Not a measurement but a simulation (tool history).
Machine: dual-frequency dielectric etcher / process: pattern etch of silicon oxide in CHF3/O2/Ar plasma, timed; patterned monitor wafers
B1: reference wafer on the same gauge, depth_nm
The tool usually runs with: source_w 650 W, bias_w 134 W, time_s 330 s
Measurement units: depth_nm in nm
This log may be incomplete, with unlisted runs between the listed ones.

run 1 hour=0 | source_w=650 bias_w=134 time_s=330 | B1=656.6 | depth_nm=601.3
run 2 hour=20.5 | source_w=650 bias_w=134 time_s=330 | B1=657.6 | depth_nm=599.7
run 3 hour=32.9 | source_w=650 bias_w=134 time_s=330 | B1=656.4 | depth_nm=598.3
run 4 hour=57.7 | source_w=650 bias_w=134 time_s=330 | B1=656.8 | depth_nm=600.5
run 5 hour=83.6 | source_w=650 bias_w=134 time_s=330 | B1=657 | depth_nm=597.7
run 6 hour=114.4 | source_w=520 bias_w=105 time_s=391.5 | B1=656.7 | depth_nm=590.7
run 7 hour=149.4 | source_w=650 bias_w=111 time_s=361 | B1=656 | depth_nm=605.5
run 8 hour=180.1 | source_w=700 bias_w=150 time_s=372 | B1=657 | depth_nm=724.7
run 9 hour=209.8 | source_w=810 bias_w=144 time_s=426.5 | B1=657.7 | depth_nm=855
run 10 hour=224.8 | source_w=650 bias_w=134 time_s=330 | B1=657 | depth_nm=594.8
run 11 hour=249.1 | source_w=540 bias_w=134 time_s=240.5 | B1=656.7 | depth_nm=405.4
run 12 hour=270.6 | source_w=510 bias_w=164 time_s=330 | B1=656.7 | depth_nm=589.1
run 13 hour=354.5 | source_w=650 bias_w=143 time_s=244.5 | B1=657.2 | depth_nm=448.8
run 14 hour=380.1 | source_w=650 bias_w=134 time_s=289.5 | B1=656.4 | depth_nm=519.5
run 15 hour=414.2 | source_w=600 bias_w=153 time_s=358.5 | B1=657 | depth_nm=655.5
run 16 hour=429.4 | source_w=570 bias_w=143 time_s=330 | B1=657.2 | depth_nm=574.9
-- hour=430.6 gauge calibrated
run 17 hour=464 | source_w=540 bias_w=155 time_s=355 | B1=656.6 | depth_nm=624.7
-- hour=489.5 wet clean of the chamber
run 18 hour=490 | source_w=750 bias_w=115 time_s=385.5 | B1=657.4 | depth_nm=692.6
run 19 hour=509.3 | source_w=560 bias_w=134 time_s=361.5 | B1=657.9 | depth_nm=621.3
run 20 hour=540.4 | source_w=540 bias_w=134 time_s=377 | B1=657.2 | depth_nm=635
run 21 hour=555.4 | source_w=800 bias_w=148 time_s=395 | B1=656.9 | depth_nm=800.3
run 22 hour=581.8 | source_w=650 bias_w=134 time_s=417 | B1=657.3 | depth_nm=751.1
run 23 hour=606.8 | source_w=730 bias_w=155 time_s=365.5 | B1=657.5 | depth_nm=723.2
run 24 hour=622.7 | source_w=650 bias_w=134 time_s=330 | B1=657.4 | depth_nm=592.2
run 25 hour=649.6 | source_w=690 bias_w=144 time_s=370.5 | B1=656.7 | depth_nm=697.5
run 26 hour=680.8 | source_w=650 bias_w=134 time_s=330 | B1=657.8 | depth_nm=593.1
run 27 hour=697.9 | source_w=550 bias_w=112 time_s=266.5 | B1=656.6 | depth_nm=417.4
run 28 hour=732.2 | source_w=810 bias_w=144 time_s=426.5 | B1=657.2 | depth_nm=846
run 29 hour=765.4 | source_w=650 bias_w=157 time_s=330 | B1=656.4 | depth_nm=622.7
run 30 hour=797.2 | source_w=650 bias_w=134 time_s=330 | B1=656.5 | depth_nm=587.2

Same runs, no hidden state in the tool, same run-to-run variation:
The hidden state here: etch rate over this chamber's usual, %; source power that arrives over what is set, %; bias power that arrives over what is set, %; gauge reads high (%).
run=1 depth_nm=601.1
run=2 depth_nm=600.2
run=3 depth_nm=599.3
run=4 depth_nm=602.4
run=5 depth_nm=600.6
run=6 depth_nm=594.6
run=7 depth_nm=610.7
run=8 depth_nm=732.3
run=9 depth_nm=865.5
run=10 depth_nm=602.6
run=11 depth_nm=411.3
run=12 depth_nm=598.5
run=13 depth_nm=458.3
run=14 depth_nm=531.4
run=15 depth_nm=671.8
run=16 depth_nm=589.8
run=17 depth_nm=642.2
run=18 depth_nm=697.5
run=19 depth_nm=626.3
run=20 depth_nm=641.4
run=21 depth_nm=809.1
run=22 depth_nm=760.5
run=23 depth_nm=733.4
run=24 depth_nm=601.1
run=25 depth_nm=709.2
run=26 depth_nm=604.2
run=27 depth_nm=425.6
run=28 depth_nm=864.4
run=29 depth_nm=637.6
run=30 depth_nm=602.4
